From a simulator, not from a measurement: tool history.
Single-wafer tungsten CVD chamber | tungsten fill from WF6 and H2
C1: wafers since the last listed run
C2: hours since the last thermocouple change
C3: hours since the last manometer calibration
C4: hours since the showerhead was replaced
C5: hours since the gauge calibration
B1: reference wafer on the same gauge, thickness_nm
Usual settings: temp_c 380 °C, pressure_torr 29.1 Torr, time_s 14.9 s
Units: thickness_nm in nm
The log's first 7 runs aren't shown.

{"run": 8, "hour": 311.0, "temp_c": 380, "pressure_torr": 29.1, "time_s": 14.9, "C1": 2223, "C2": 2581.9, "C3": 1220.2, "C4": 7652.4, "C5": 1188.4, "B1": 21.007, "thickness_nm": 27.218}
{"run": 9, "hour": 363.4, "temp_c": 380, "pressure_torr": 29.1, "time_s": 14.9, "C1": 1676, "C2": 2634.3, "C3": 1272.6, "C4": 7704.8, "C5": 1240.8, "B1": 21.012, "thickness_nm": 27.209}
{"run": 10, "hour": 388.4, "temp_c": 380, "pressure_torr": 29.1, "time_s": 14.9, "C1": 799, "C2": 2659.3, "C3": 1297.6, "C4": 7729.8, "C5": 1265.8, "B1": 21.005, "thickness_nm": 27.311}
{"run": 11, "hour": 497.3, "temp_c": 380, "pressure_torr": 29.1, "time_s": 14.9, "C1": 3484, "C2": 2768.2, "C3": 1406.5, "C4": 7838.7, "C5": 1374.7, "B1": 21.004, "thickness_nm": 27.082}
{"run": 12, "hour": 521.4, "temp_c": 380, "pressure_torr": 29.1, "time_s": 14.9, "C1": 771, "C2": 2792.3, "C3": 1430.6, "C4": 7862.8, "C5": 1398.8, "B1": 21.002, "thickness_nm": 27.27}
{"run": 13, "hour": 562.0, "temp_c": 380, "pressure_torr": 29.1, "time_s": 14.9, "C1": 1299, "C2": 2832.9, "C3": 1471.2, "C4": 7903.4, "C5": 1439.4, "B1": 20.995, "thickness_nm": 27.389}
{"run": 14, "hour": 624.0, "temp_c": 380, "pressure_torr": 29.1, "time_s": 14.9, "C1": 1983, "C2": 2894.9, "C3": 1533.2, "C4": 7965.4, "C5": 1501.4, "B1": 20.985, "thickness_nm": 27.253}
{"run": 15, "hour": 649.2, "temp_c": 380, "pressure_torr": 29.1, "time_s": 14.9, "C1": 806, "C2": 2920.1, "C3": 1558.4, "C4": 7990.6, "C5": 1526.6, "B1": 20.999, "thickness_nm": 27.239}
{"run": 16, "hour": 714.3, "temp_c": 380, "pressure_torr": 29.1, "time_s": 16.5, "C1": 2083, "C2": 2985.2, "C3": 1623.5, "C4": 8055.7, "C5": 1591.7, "B1": 20.999, "thickness_nm": 30.541}
{"run": 17, "hour": 766.1, "temp_c": 380, "pressure_torr": 29.1, "time_s": 14.9, "C1": 1657, "C2": 3037.0, "C3": 1675.3, "C4": 8107.5, "C5": 1643.5, "B1": 21.022, "thickness_nm": 27.254}
{"hour": 817.1, "done": "thermocouple changed; heater temperature recalibrated"}
{"run": 18, "hour": 833.0, "temp_c": 380, "pressure_torr": 29.1, "time_s": 14.9, "C1": 1884, "C2": 15.9, "C3": 1742.2, "C4": 8174.4, "C5": 1710.4, "B1": 21.008, "thickness_nm": 25.847}
{"run": 19, "hour": 888.8, "temp_c": 370, "pressure_torr": 29.1, "time_s": 14.9, "C1": 1785, "C2": 71.7, "C3": 1798.0, "C4": 8230.2, "C5": 1766.2, "B1": 20.998, "thickness_nm": 20.322}
{"run": 20, "hour": 927.5, "temp_c": 386, "pressure_torr": 29.1, "time_s": 13.1, "C1": 1238, "C2": 110.4, "C3": 1836.7, "C4": 8268.9, "C5": 1804.9, "B1": 21.0, "thickness_nm": 26.134}
{"hour": 967.7, "done": "gauge calibrated"}
{"hour": 980.4, "done": "capacitance manometer re-zeroed and calibrated"}
{"hour": 995.0, "done": "showerhead replaced"}
{"run": 21, "hour": 995.5, "temp_c": 366, "pressure_torr": 22.6, "time_s": 15.7, "C1": 1663, "C2": 178.4, "C3": 15.1, "C4": 0.5, "C5": 27.8, "B1": 21.028, "thickness_nm": 17.888}
{"run": 22, "hour": 1029.3, "temp_c": 388, "pressure_torr": 29.1, "time_s": 14.9, "C1": 1081, "C2": 212.2, "C3": 48.9, "C4": 34.3, "C5": 61.6, "B1": 21.011, "thickness_nm": 31.173}
{"run": 23, "hour": 1085.3, "temp_c": 373, "pressure_torr": 25.2, "time_s": 17.5, "C1": 1791, "C2": 268.2, "C3": 104.9, "C4": 90.3, "C5": 117.6, "B1": 21.004, "thickness_nm": 24.726}
{"run": 24, "hour": 1113.0, "temp_c": 390, "pressure_torr": 35.3, "time_s": 14.9, "C1": 886, "C2": 295.9, "C3": 132.6, "C4": 118.0, "C5": 145.3, "B1": 21.003, "thickness_nm": 35.055}
{"run": 25, "hour": 1144.2, "temp_c": 380, "pressure_torr": 33.4, "time_s": 13.3, "C1": 998, "C2": 327.1, "C3": 163.8, "C4": 149.2, "C5": 176.5, "B1": 20.997, "thickness_nm": 24.468}
{"run": 26, "hour": 1171.8, "temp_c": 380, "pressure_torr": 29.1, "time_s": 14.9, "C1": 883, "C2": 354.7, "C3": 191.4, "C4": 176.8, "C5": 204.1, "B1": 20.986, "thickness_nm": 26.043}
{"run": 27, "hour": 1216.0, "temp_c": 380, "pressure_torr": 29.1, "time_s": 14.9, "C1": 1414, "C2": 398.9, "C3": 235.6, "C4": 221.0, "C5": 248.3, "B1": 21.008, "thickness_nm": 25.973}
{"run": 28, "hour": 1264.8, "temp_c": 380, "pressure_torr": 33.6, "time_s": 12.9, "C1": 1561, "C2": 447.7, "C3": 284.4, "C4": 269.8, "C5": 297.1, "B1": 21.005, "thickness_nm": 23.777}
{"run": 29, "hour": 1303.4, "temp_c": 373, "pressure_torr": 34.6, "time_s": 14.0, "C1": 1235, "C2": 486.3, "C3": 323.0, "C4": 308.4, "C5": 335.7, "B1": 21.014, "thickness_nm": 22.229}
{"run": 30, "hour": 1357.2, "temp_c": 393, "pressure_torr": 31.7, "time_s": 12.6, "C1": 1721, "C2": 540.1, "C3": 376.8, "C4": 362.2, "C5": 389.5, "B1": 20.989, "thickness_nm": 30.686}
{"run": 31, "hour": 1391.8, "temp_c": 380, "pressure_torr": 26.6, "time_s": 16.8, "C1": 1107, "C2": 574.7, "C3": 411.4, "C4": 396.8, "C5": 424.1, "B1": 20.99, "thickness_nm": 28.517}
{"run": 32, "hour": 1462.9, "temp_c": 380, "pressure_torr": 29.1, "time_s": 14.9, "C1": 2275, "C2": 645.8, "C3": 482.5, "C4": 467.9, "C5": 495.2, "B1": 21.003, "thickness_nm": 26.177}

Forecast run 33:
{"run": 33, "hour": 1505.7, "temp_c": 394, "pressure_torr": 22.0, "time_s": 12.7, "C1": 1369, "C2": 688.6, "C3": 525.3, "C4": 510.7, "C5": 538.0, "B1": "?", "thickness_nm": "?"}

B1: 20.996
thickness_nm: 27.610 nm
Without the tool's hidden state the same run would have given thickness_nm 27.199 nm.
